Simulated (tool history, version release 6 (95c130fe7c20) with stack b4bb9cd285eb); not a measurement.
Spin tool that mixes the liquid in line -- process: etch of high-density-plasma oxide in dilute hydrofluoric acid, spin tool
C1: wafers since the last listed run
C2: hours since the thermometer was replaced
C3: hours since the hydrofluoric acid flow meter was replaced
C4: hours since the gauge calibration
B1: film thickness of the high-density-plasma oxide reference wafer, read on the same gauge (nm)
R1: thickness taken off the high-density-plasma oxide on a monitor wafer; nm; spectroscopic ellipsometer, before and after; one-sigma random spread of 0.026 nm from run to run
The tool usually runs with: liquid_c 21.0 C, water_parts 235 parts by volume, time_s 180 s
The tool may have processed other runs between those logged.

run 1 hour=0.0 | liquid_c=24.0 water_parts=235 time_s=180 | C1=0 C2=175.8 C3=149.4 C4=2148.5 | B1=110.023 | R1=5.562
run 2 hour=27.5 | liquid_c=21.0 water_parts=235 time_s=180 | C1=262 C2=203.3 C3=176.9 C4=2176.0 | B1=110.020 | R1=4.986
run 3 hour=88.1 | liquid_c=21.0 water_parts=235 time_s=180 | C1=578 C2=263.9 C3=237.5 C4=2236.6 | B1=109.990 | R1=4.928
run 4 hour=116.4 | liquid_c=21.0 water_parts=235 time_s=180 | C1=270 C2=292.2 C3=265.8 C4=2264.9 | B1=109.987 | R1=5.000
run 5 hour=164.7 | liquid_c=21.0 water_parts=235 time_s=180 | C1=461 C2=340.5 C3=314.1 C4=2313.2 | B1=110.010 | R1=4.965
run 6 hour=257.8 | liquid_c=21.0 water_parts=270 time_s=180 | C1=889 C2=433.6 C3=407.2 C4=2406.3 | B1=110.020 | R1=4.173
run 7 hour=285.7 | liquid_c=21.0 water_parts=270 time_s=180 | C1=266 C2=461.5 C3=435.1 C4=2434.2 | B1=110.028 | R1=4.184
run 8 hour=322.7 | liquid_c=25.0 water_parts=235 time_s=180 | C1=353 C2=498.5 C3=472.1 C4=2471.2 | B1=109.993 | R1=5.721
run 9 hour=366.6 | liquid_c=21.0 water_parts=280 time_s=180 | C1=419 C2=542.4 C3=516.0 C4=2515.1 | B1=109.969 | R1=3.995
-- hour=396.5 hydrofluoric acid flow meter replaced
-- hour=408.1 gauge calibrated
run 10 hour=427.3 | liquid_c=21.0 water_parts=140 time_s=180 | C1=570 C2=603.1 C3=30.8 C4=19.2 | B1=109.975 | R1=9.251
run 11 hour=497.1 | liquid_c=17.0 water_parts=320 time_s=290 | C1=666 C2=672.9 C3=100.6 C4=89.0 | B1=109.996 | R1=4.696
run 12 hour=550.1 | liquid_c=23.5 water_parts=340 time_s=245 | C1=506 C2=725.9 C3=153.6 C4=142.0 | B1=109.991 | R1=4.647
run 13 hour=599.8 | liquid_c=23.0 water_parts=330 time_s=80 | C1=474 C2=775.6 C3=203.3 C4=191.7 | B1=110.002 | R1=1.532
run 14 hour=637.3 | liquid_c=21.0 water_parts=235 time_s=180 | C1=358 C2=813.1 C3=240.8 C4=229.2 | B1=110.016 | R1=4.969
run 15 hour=697.9 | liquid_c=23.0 water_parts=330 time_s=80 | C1=578 C2=873.7 C3=301.4 C4=289.8 | B1=110.004 | R1=1.540
run 16 hour=756.1 | liquid_c=21.0 water_parts=235 time_s=180 | C1=555 C2=931.9 C3=359.6 C4=348.0 | B1=110.021 | R1=4.965
run 17 hour=784.6 | liquid_c=21.0 water_parts=235 time_s=100 | C1=272 C2=960.4 C3=388.1 C4=376.5 | B1=110.013 | R1=2.781
run 18 hour=829.6 | liquid_c=21.0 water_parts=235 time_s=180 | C1=429 C2=1005.4 C3=433.1 C4=421.5 | B1=110.009 | R1=4.977
run 19 hour=881.2 | liquid_c=21.0 water_parts=235 time_s=80 | C1=492 C2=1057.0 C3=484.7 C4=473.1 | B1=110.000 | R1=2.208
-- hour=909.4 thermometer replaced
-- hour=943.2 hydrofluoric acid flow meter replaced
run 20 hour=943.7 | liquid_c=17.5 water_parts=135 time_s=180 | C1=577 C2=34.3 C3=0.5 C4=535.6 | B1=110.007 | R1=8.365
run 21 hour=969.1 | liquid_c=21.0 water_parts=235 time_s=180 | C1=242 C2=59.7 C3=25.9 C4=561.0 | B1=110.010 | R1=4.982
run 22 hour=998.7 | liquid_c=25.5 water_parts=350 time_s=180 | C1=282 C2=89.3 C3=55.5 C4=590.6 | B1=109.994 | R1=3.493
run 23 hour=1060.8 | liquid_c=21.0 water_parts=235 time_s=90 | C1=593 C2=151.4 C3=117.6 C4=652.7 | B1=109.955 | R1=2.487
run 24 hour=1115.4 | liquid_c=21.0 water_parts=270 time_s=180 | C1=521 C2=206.0 C3=172.2 C4=707.3 | B1=110.022 | R1=4.180
run 25 hour=1177.3 | liquid_c=21.0 water_parts=235 time_s=180 | C1=591 C2=267.9 C3=234.1 C4=769.2 | B1=110.000 | R1=4.933
run 26 hour=1238.3 | liquid_c=18.0 water_parts=235 time_s=260 | C1=582 C2=328.9 C3=295.1 C4=830.2 | B1=110.022 | R1=6.402
run 27 hour=1303.3 | liquid_c=21.0 water_parts=235 time_s=180 | C1=620 C2=393.9 C3=360.1 C4=895.2 | B1=110.035 | R1=5.032
run 28 hour=1346.7 | liquid_c=19.0 water_parts=235 time_s=180 | C1=414 C2=437.3 C3=403.5 C4=938.6 | B1=110.006 | R1=4.659
run 29 hour=1415.7 | liquid_c=17.0 water_parts=310 time_s=135 | C1=658 C2=506.3 C3=472.5 C4=1007.6 | B1=109.976 | R1=2.275
run 30 hour=1443.0 | liquid_c=17.0 water_parts=315 time_s=180 | C1=260 C2=533.6 C3=499.8 C4=1034.9 | B1=110.022 | R1=2.966
-- hour=1468.0 hydrofluoric acid flow meter replaced
run 31 hour=1485.2 | liquid_c=21.0 water_parts=235 time_s=210 | C1=393 C2=575.8 C3=17.2 C4=1077.1 | B1=109.966 | R1=5.800
run 32 hour=1513.6 | liquid_c=21.0 water_parts=235 time_s=180 | C1=271 C2=604.2 C3=45.6 C4=1105.5 | B1=110.003 | R1=4.976

4 ways to go on from here, each from the tool as it stands after run 32. What would each give?
run A hour=1514.1 | liquid_c=21.0 water_parts=235 time_s=180 | C1=4 C2=604.7 C3=46.1 C4=1106.0 | B1=? | R1=?
run B hour=1514.1 | liquid_c=24.5 water_parts=335 time_s=90 | C1=4 C2=604.7 C3=46.1 C4=1106.0 | B1=? | R1=?
run C hour=1514.1 | liquid_c=25.5 water_parts=345 time_s=90 | C1=4 C2=604.7 C3=46.1 C4=1106.0 | B1=? | R1=?
run D hour=1514.1 | liquid_c=21.0 water_parts=195 time_s=145 | C1=4 C2=604.7 C3=46.1 C4=1106.0 | B1=? | R1=?

run=A B1=109.996 R1=4.990
run=B B1=109.996 R1=1.801
run=C B1=109.996 R1=1.791
run=D B1=109.996 R1=5.039
Without the tool's unlogged condition, the same runs would have read:
run=A R1=4.990
run=B R1=1.801
run=C R1=1.791
run=D R1=5.039
